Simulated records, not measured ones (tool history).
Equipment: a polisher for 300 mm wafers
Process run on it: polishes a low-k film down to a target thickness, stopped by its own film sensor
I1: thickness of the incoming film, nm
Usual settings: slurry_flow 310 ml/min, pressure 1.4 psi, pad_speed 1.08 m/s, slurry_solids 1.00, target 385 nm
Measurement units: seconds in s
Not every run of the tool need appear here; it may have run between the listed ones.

run 1 hour=0.0 | slurry_flow=310 pressure=1.4 pad_speed=1.08 slurry_solids=1.00 target=385 | I1=413.8 | seconds=118.5
-- hour=38.9 head pressure recalibrated
run 2 hour=39.4 | slurry_flow=310 pressure=1.4 pad_speed=1.08 slurry_solids=1.00 target=379 | I1=404.1 | seconds=105.8
-- hour=57.8 worn pad replaced by a new one
run 3 hour=95.0 | slurry_flow=310 pressure=1.5 pad_speed=1.08 slurry_solids=1.00 target=385 | I1=402.8 | seconds=61.5
run 4 hour=146.0 | slurry_flow=310 pressure=1.5 pad_speed=1.08 slurry_solids=1.00 target=385 | I1=413.6 | seconds=101.3
-- hour=184.7 slurry blender recalibrated
-- hour=225.1 conditioning disc replaced and pad reconditioned
run 5 hour=239.1 | slurry_flow=310 pressure=1.5 pad_speed=1.08 slurry_solids=1.00 target=385 | I1=410.2 | seconds=78.5
run 6 hour=278.8 | slurry_flow=240 pressure=1.4 pad_speed=1.08 slurry_solids=1.00 target=385 | I1=409.3 | seconds=83.4
-- hour=381.7 slurry nozzle cleaned
run 7 hour=385.2 | slurry_flow=240 pressure=1.4 pad_speed=1.08 slurry_solids=1.00 target=385 | I1=408.6 | seconds=90.3
run 8 hour=463.9 | slurry_flow=240 pressure=1.4 pad_speed=1.08 slurry_solids=1.00 target=385 | I1=408.2 | seconds=97.2
-- hour=502.1 head pressure recalibrated
-- hour=531.7 worn pad replaced by a new one
run 9 hour=553.3 | slurry_flow=310 pressure=1.2 pad_speed=1.08 slurry_solids=1.00 target=381 | I1=411.2 | seconds=132.8
run 10 hour=651.0 | slurry_flow=310 pressure=1.2 pad_speed=1.08 slurry_solids=1.00 target=381 | I1=403.0 | seconds=99.1
-- hour=694.5 conditioning disc replaced and pad reconditioned
run 11 hour=696.7 | slurry_flow=310 pressure=1.4 pad_speed=1.08 slurry_solids=1.00 target=385 | I1=417.7 | seconds=107.4
-- hour=708.3 slurry blender recalibrated
run 12 hour=789.9 | slurry_flow=395 pressure=1.4 pad_speed=0.94 slurry_solids=1.00 target=385 | I1=405.3 | seconds=78.4
run 13 hour=894.1 | slurry_flow=310 pressure=1.4 pad_speed=1.08 slurry_solids=1.00 target=385 | I1=413.4 | seconds=115.7
-- hour=968.3 head pressure recalibrated
run 14 hour=978.3 | slurry_flow=310 pressure=1.5 pad_speed=1.08 slurry_solids=1.00 target=385 | I1=414.4 | seconds=118.7
-- hour=1045.0 slurry nozzle cleaned
run 15 hour=1065.3 | slurry_flow=310 pressure=1.4 pad_speed=1.08 slurry_solids=1.00 target=385 | I1=404.1 | seconds=87.6
-- hour=1076.8 worn pad replaced by a new one
run 16 hour=1103.7 | slurry_flow=310 pressure=1.4 pad_speed=1.08 slurry_solids=1.00 target=385 | I1=415.8 | seconds=123.0
-- hour=1119.8 conditioning disc replaced and pad reconditioned
-- hour=1195.5 slurry blender recalibrated
run 17 hour=1341.3 | slurry_flow=350 pressure=1.4 pad_speed=0.74 slurry_solids=0.80 target=390 | I1=410.6 | seconds=101.9
-- hour=1402.4 head pressure recalibrated
run 18 hour=1420.7 | slurry_flow=310 pressure=1.4 pad_speed=1.08 slurry_solids=1.00 target=385 | I1=409.1 | seconds=94.1
run 19 hour=1474.8 | slurry_flow=265 pressure=1.1 pad_speed=1.08 slurry_solids=1.00 target=385 | I1=406.6 | seconds=113.5
run 20 hour=1520.3 | slurry_flow=380 pressure=1.2 pad_speed=1.08 slurry_solids=1.00 target=389 | I1=406.9 | seconds=87.0
-- hour=1541.7 worn pad replaced by a new one
run 21 hour=1580.8 | slurry_flow=310 pressure=1.0 pad_speed=1.08 slurry_solids=1.00 target=385 | I1=416.9 | seconds=167.1
-- hour=1601.7 conditioning disc replaced and pad reconditioned
run 22 hour=1641.6 | slurry_flow=310 pressure=1.4 pad_speed=1.32 slurry_solids=1.00 target=385 | I1=407.8 | seconds=67.1
run 23 hour=1709.6 | slurry_flow=365 pressure=1.6 pad_speed=0.90 slurry_solids=1.00 target=377 | I1=409.3 | seconds=114.5
-- hour=1721.0 slurry nozzle cleaned
-- hour=1733.1 slurry blender recalibrated
run 24 hour=1768.8 | slurry_flow=240 pressure=1.0 pad_speed=1.08 slurry_solids=0.85 target=381 | I1=405.5 | seconds=133.3
run 25 hour=1857.8 | slurry_flow=365 pressure=1.2 pad_speed=0.92 slurry_solids=1.00 target=382 | I1=416.3 | seconds=168.7
-- hour=1912.6 head pressure recalibrated
run 26 hour=1957.1 | slurry_flow=225 pressure=1.4 pad_speed=1.08 slurry_solids=1.00 target=387 | I1=419.2 | seconds=148.8

Below are 3 alternative next runs, each starting from the tool's condition after run 26. Predict each:
run A hour=1957.5 | slurry_flow=310 pressure=1.4 pad_speed=1.08 slurry_solids=1.00 target=385 | I1=405.7 | seconds=?
run B hour=1957.5 | slurry_flow=310 pressure=1.4 pad_speed=0.86 slurry_solids=1.00 target=385 | I1=405.7 | seconds=?
run C hour=1957.5 | slurry_flow=310 pressure=1.4 pad_speed=1.08 slurry_solids=0.75 target=385 | I1=405.7 | seconds=?

run=A seconds=91.6
run=B seconds=106.3
run=C seconds=97.9
With no hidden state in the tool, these same runs would have given:
run=A seconds=64.9
run=B seconds=77.9
run=C seconds=69.4
